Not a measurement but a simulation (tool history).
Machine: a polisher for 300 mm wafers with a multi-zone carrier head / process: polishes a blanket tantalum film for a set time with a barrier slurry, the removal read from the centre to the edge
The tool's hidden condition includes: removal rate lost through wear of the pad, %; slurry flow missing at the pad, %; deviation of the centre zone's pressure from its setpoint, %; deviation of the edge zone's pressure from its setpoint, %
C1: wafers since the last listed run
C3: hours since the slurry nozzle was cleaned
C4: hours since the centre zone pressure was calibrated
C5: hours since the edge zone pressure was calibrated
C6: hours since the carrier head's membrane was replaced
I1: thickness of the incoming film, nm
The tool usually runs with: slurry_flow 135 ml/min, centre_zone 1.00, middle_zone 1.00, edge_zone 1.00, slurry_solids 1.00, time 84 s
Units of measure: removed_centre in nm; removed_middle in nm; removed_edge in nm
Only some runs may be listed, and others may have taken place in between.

{"run": 1, "hour": 0.0, "slurry_flow": 135, "centre_zone": 1.09, "middle_zone": 1.09, "edge_zone": 1.07, "slurry_solids": 0.75, "time": 84, "C1": 0, "wafers polished on this pad": 999, "C3": 93.4, "C4": 106.4, "C5": 69.6, "C6": 442.5, "I1": 278.1, "removed_centre": 67.7, "removed_middle": 66.7, "removed_edge": 61.9}
{"run": 2, "hour": 16.9, "slurry_flow": 155, "centre_zone": 0.9, "middle_zone": 1.0, "edge_zone": 1.12, "slurry_solids": 0.85, "time": 84, "C1": 230, "wafers polished on this pad": 1229, "C3": 110.3, "C4": 123.3, "C5": 86.5, "C6": 459.4, "I1": 275.2, "removed_centre": 59.7, "removed_middle": 65.3, "removed_edge": 66.3}
{"run": 3, "hour": 28.0, "slurry_flow": 135, "centre_zone": 1.0, "middle_zone": 1.09, "edge_zone": 0.9, "slurry_solids": 1.0, "time": 93, "C1": 151, "wafers polished on this pad": 1381, "C3": 121.4, "C4": 134.4, "C5": 97.6, "C6": 470.5, "I1": 283.0, "removed_centre": 74.5, "removed_middle": 80.0, "removed_edge": 68.1}
{"hour": 36.9, "done": "worn pad replaced by a new one"}
{"run": 4, "hour": 37.4, "slurry_flow": 135, "centre_zone": 1.0, "middle_zone": 1.0, "edge_zone": 1.0, "slurry_solids": 1.0, "time": 84, "C1": 73, "wafers polished on this pad": 6, "C3": 130.8, "C4": 143.8, "C5": 107.0, "C6": 479.9, "I1": 280.3, "removed_centre": 68.9, "removed_middle": 66.9, "removed_edge": 65.5}
{"run": 5, "hour": 76.8, "slurry_flow": 135, "centre_zone": 1.0, "middle_zone": 1.0, "edge_zone": 1.0, "slurry_solids": 1.0, "time": 76, "C1": 537, "wafers polished on this pad": 544, "C3": 170.2, "C4": 183.2, "C5": 146.4, "C6": 519.3, "I1": 283.8, "removed_centre": 61.0, "removed_middle": 60.5, "removed_edge": 58.3}
{"run": 6, "hour": 92.3, "slurry_flow": 135, "centre_zone": 1.0, "middle_zone": 1.0, "edge_zone": 1.0, "slurry_solids": 1.0, "time": 84, "C1": 211, "wafers polished on this pad": 755, "C3": 185.7, "C4": 198.7, "C5": 161.9, "C6": 534.8, "I1": 279.5, "removed_centre": 66.3, "removed_middle": 68.2, "removed_edge": 64.3}
{"run": 7, "hour": 102.2, "slurry_flow": 135, "centre_zone": 1.0, "middle_zone": 1.0, "edge_zone": 1.0, "slurry_solids": 1.0, "time": 84, "C1": 135, "wafers polished on this pad": 890, "C3": 195.6, "C4": 208.6, "C5": 171.8, "C6": 544.7, "I1": 280.0, "removed_centre": 67.2, "removed_middle": 66.0, "removed_edge": 65.5}
{"run": 8, "hour": 111.5, "slurry_flow": 135, "centre_zone": 0.96, "middle_zone": 1.0, "edge_zone": 1.0, "slurry_solids": 1.0, "time": 93, "C1": 126, "wafers polished on this pad": 1017, "C3": 204.9, "C4": 217.9, "C5": 181.1, "C6": 554.0, "I1": 278.4, "removed_centre": 70.4, "removed_middle": 74.1, "removed_edge": 72.2}
{"run": 9, "hour": 124.8, "slurry_flow": 135, "centre_zone": 1.0, "middle_zone": 1.0, "edge_zone": 1.0, "slurry_solids": 1.0, "time": 84, "C1": 181, "wafers polished on this pad": 1199, "C3": 218.2, "C4": 231.2, "C5": 194.4, "C6": 567.3, "I1": 280.4, "removed_centre": 66.9, "removed_middle": 66.4, "removed_edge": 65.2}
{"run": 10, "hour": 131.7, "slurry_flow": 135, "centre_zone": 1.0, "middle_zone": 1.0, "edge_zone": 0.9, "slurry_solids": 1.0, "time": 110, "C1": 94, "wafers polished on this pad": 1293, "C3": 225.1, "C4": 238.1, "C5": 201.3, "C6": 574.2, "I1": 279.2, "removed_centre": 89.5, "removed_middle": 87.8, "removed_edge": 81.3}
{"run": 11, "hour": 148.6, "slurry_flow": 160, "centre_zone": 1.07, "middle_zone": 0.95, "edge_zone": 1.0, "slurry_solids": 1.0, "time": 60, "C1": 230, "wafers polished on this pad": 1524, "C3": 242.0, "C4": 255.0, "C5": 218.2, "C6": 591.1, "I1": 280.2, "removed_centre": 53.8, "removed_middle": 46.8, "removed_edge": 46.9}
{"hour": 157.0, "done": "worn pad replaced by a new one"}
{"hour": 163.9, "done": "carrier head's membrane replaced by a new one"}
{"run": 12, "hour": 164.4, "slurry_flow": 135, "centre_zone": 0.91, "middle_zone": 1.1, "edge_zone": 1.05, "slurry_solids": 1.0, "time": 84, "C1": 92, "wafers polished on this pad": 33, "C3": 257.8, "C4": 270.8, "C5": 234.0, "C6": 0.5, "I1": 275.9, "removed_centre": 60.5, "removed_middle": 71.3, "removed_edge": 65.1}
{"run": 13, "hour": 176.7, "slurry_flow": 145, "centre_zone": 1.0, "middle_zone": 1.0, "edge_zone": 1.0, "slurry_solids": 1.0, "time": 94, "C1": 167, "wafers polished on this pad": 201, "C3": 270.1, "C4": 283.1, "C5": 246.3, "C6": 12.8, "I1": 278.9, "removed_centre": 74.1, "removed_middle": 74.2, "removed_edge": 72.9}

Predict the results of run 14:
{"run": 14, "hour": 187.5, "slurry_flow": 135, "centre_zone": 0.92, "middle_zone": 0.95, "edge_zone": 1.0, "slurry_solids": 1.2, "time": 84, "C1": 147, "wafers polished on this pad": 348, "C3": 280.9, "C4": 293.9, "C5": 257.1, "C6": 23.6, "I1": 282.7, "removed_centre": "?", "removed_middle": "?", "removed_edge": "?"}

Logged for run 14: removed_centre 64.3 nm, removed_middle 66.1 nm, removed_edge 65.7 nm.
Without the tool's hidden state the same run would have given removed_centre 66.1 nm, removed_middle 67.7 nm, removed_edge 66.8 nm.

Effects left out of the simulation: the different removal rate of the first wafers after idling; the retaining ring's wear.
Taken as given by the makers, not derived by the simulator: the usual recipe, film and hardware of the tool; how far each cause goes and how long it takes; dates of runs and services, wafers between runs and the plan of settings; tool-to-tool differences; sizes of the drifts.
